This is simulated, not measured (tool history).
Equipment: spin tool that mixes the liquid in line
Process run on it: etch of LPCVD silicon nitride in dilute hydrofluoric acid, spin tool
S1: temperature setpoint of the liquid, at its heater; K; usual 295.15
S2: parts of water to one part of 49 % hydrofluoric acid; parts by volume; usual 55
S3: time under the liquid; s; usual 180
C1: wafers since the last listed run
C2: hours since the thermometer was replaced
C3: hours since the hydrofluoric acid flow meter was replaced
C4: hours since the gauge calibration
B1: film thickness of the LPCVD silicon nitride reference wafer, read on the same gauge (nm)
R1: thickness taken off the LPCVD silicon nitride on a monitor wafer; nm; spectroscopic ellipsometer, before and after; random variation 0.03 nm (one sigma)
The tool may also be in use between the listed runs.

Run 1, day 0: usual settings; C1 0; C2 1417.9; C3 680.1; C4 1832.1; B1 49.981. Result: R1 0.949 nm.
Run 2, day 2.588: usual settings; C1 570; C2 1480; C3 742.2; C4 1894.2; B1 50.019. Result: R1 0.913 nm.
Run 3, day 4.338: usual settings; C1 386; C2 1522; C3 784.2; C4 1936.2; B1 50.011. Result: R1 0.908 nm.
At day 6.179: hydrofluoric acid flow meter replaced.
Run 4, day 8.329: usual settings; C1 871; C2 1617.8; C3 51.6; C4 2032; B1 50.047. Result: R1 1.006 nm.
Run 5, day 12.662: usual settings; C1 955; C2 1721.8; C3 155.6; C4 2136; B1 50.016. Result: R1 0.996 nm.
Run 6, day 21.829: usual settings but S1 298.15 K; C1 2021; C2 1941.8; C3 375.6; C4 2356; B1 50.054. Result: R1 1.173 nm.
Run 7, day 24.55: usual settings but S1 298.15 K; C1 600; C2 2007.1; C3 440.9; C4 2421.3; B1 50.011. Result: R1 1.175 nm.
Run 8, day 27.45: usual settings but S3 235 s; C1 639; C2 2076.7; C3 510.5; C4 2490.9; B1 50.037. Result: R1 1.284 nm.
Run 9, day 30.446: usual settings but S3 235 s; C1 660; C2 2148.6; C3 582.4; C4 2562.8; B1 49.984. Result: R1 1.182 nm.
Run 10, day 34.633: usual settings but S3 235 s; C1 923; C2 2249.1; C3 682.9; C4 2663.3; B1 49.986. Result: R1 1.235 nm.
At day 34.921: gauge calibrated.
Run 11, day 37.875: usual settings but S1 297.15 K; C1 715; C2 2326.9; C3 760.7; C4 70.9; B1 50.038. Result: R1 0.988 nm.
At day 40.4: hydrofluoric acid flow meter replaced.
Run 12, day 40.558: usual settings; C1 582; C2 2391.3; C3 3.8; C4 135.3; B1 49.99. Result: R1 0.967 nm.
Run 13, day 42.475: usual settings; C1 422; C2 2437.3; C3 49.8; C4 181.3; B1 49.996. Result: R1 0.979 nm.
Run 14, day 45.212: usual settings; C1 603; C2 2503; C3 115.5; C4 247; B1 50.011. Result: R1 0.94 nm.
Run 15, day 47.608: usual settings but S1 298.15 K; C1 528; C2 2560.5; C3 173; C4 304.5; B1 50.017. Result: R1 1.18 nm.
At day 48.638: thermometer replaced.
Run 16, day 49.158: usual settings; C1 332; C2 12.5; C3 210.2; C4 341.7; B1 50.002. Result: R1 1.162 nm.
Run 17, day 53.05: usual settings but S1 300.15 K, S2 80 parts by volume, S3 235 s; C1 858; C2 105.9; C3 303.6; C4 435.1; B1 49.997. Result: R1 1.402 nm.
Run 18, day 59: usual settings but S1 300.15 K, S2 80 parts by volume, S3 235 s; C1 1312; C2 248.7; C3 446.4; C4 577.9; B1 50.021. Result: R1 1.367 nm.
Run 19, day 63.317: usual settings but S1 298.65 K, S2 75 parts by volume; C1 952; C2 352.3; C3 550; C4 681.5; B1 50.024. Result: R1 0.99 nm.
Run 20, day 72.912: usual settings; C1 2116; C2 582.6; C3 780.3; C4 911.8; B1 49.975. Result: R1 1.004 nm.
At day 73.167: hydrofluoric acid flow meter replaced.
Run 21, day 75.042: usual settings but S1 293.15 K, S2 25 parts by volume, S3 125 s; C1 460; C2 633.7; C3 45; C4 962.9; B1 49.991. Result: R1 1.466 nm.
Run 22, day 79.038: usual settings but S1 299.65 K, S2 30 parts by volume, S3 95 s; C1 881; C2 729.6; C3 140.9; C4 1058.8; B1 50.022. Result: R1 1.48 nm.
Run 23, day 81.008: usual settings; C1 434; C2 776.9; C3 188.2; C4 1106.1; B1 50.052. Result: R1 1.112 nm.
Run 24, day 85.496: usual settings but S1 291.65 K; C1 989; C2 884.6; C3 295.9; C4 1213.8; B1 49.996. Result: R1 0.848 nm.
Run 25, day 88.317: usual settings; C1 622; C2 952.3; C3 363.6; C4 1281.5; B1 50.004. Result: R1 1.029 nm.
Run 26, day 92.992: usual settings but S1 293.65 K, S2 70 parts by volume, S3 255 s; C1 1031; C2 1064.5; C3 475.8; C4 1393.7; B1 50.03. Result: R1 1.037 nm.
Run 27, day 95.921: usual settings but S1 290.65 K, S2 40 parts by volume, S3 120 s; C1 646; C2 1134.8; C3 546.1; C4 1464; B1 49.951. Result: R1 0.646 nm.
Run 28, day 97.525: usual settings but S2 85 parts by volume, S3 150 s; C1 353; C2 1173.3; C3 584.6; C4 1502.5; B1 50.023. Result: R1 0.551 nm.
Run 29, day 100.846: usual settings but S1 291.65 K, S2 40 parts by volume, S3 130 s; C1 732; C2 1253; C3 664.3; C4 1582.2; B1 49.964. Result: R1 0.746 nm.

Branching from run 29: 4 alternative next runs. What would each branch give?
Run A, day 100.867: usual settings but S1 299.65 K; C1 4; C2 1253.5; C3 664.8; C4 1582.7; B1 ?. Result: R1 ?.
Run B, day 100.867: usual settings but S2 35 parts by volume, S3 260 s; C1 4; C2 1253.5; C3 664.8; C4 1582.7; B1 ?. Result: R1 ?.
Run C, day 100.867: usual settings but S1 296.65 K, S2 35 parts by volume, S3 210 s; C1 4; C2 1253.5; C3 664.8; C4 1582.7; B1 ?. Result: R1 ?.
Run D, day 100.867: usual settings but S2 35 parts by volume, S3 210 s; C1 4; C2 1253.5; C3 664.8; C4 1582.7; B1 ?. Result: R1 ?.

run      B1     R1
  A  49.992  1.378
  B  49.992  2.278
  C  49.992  2.041
  D  49.992   1.84
Had the tool no hidden state, the same runs would have come out as:
run     R1
  A   1.66
  B  2.751
  C  2.463
  D  2.222
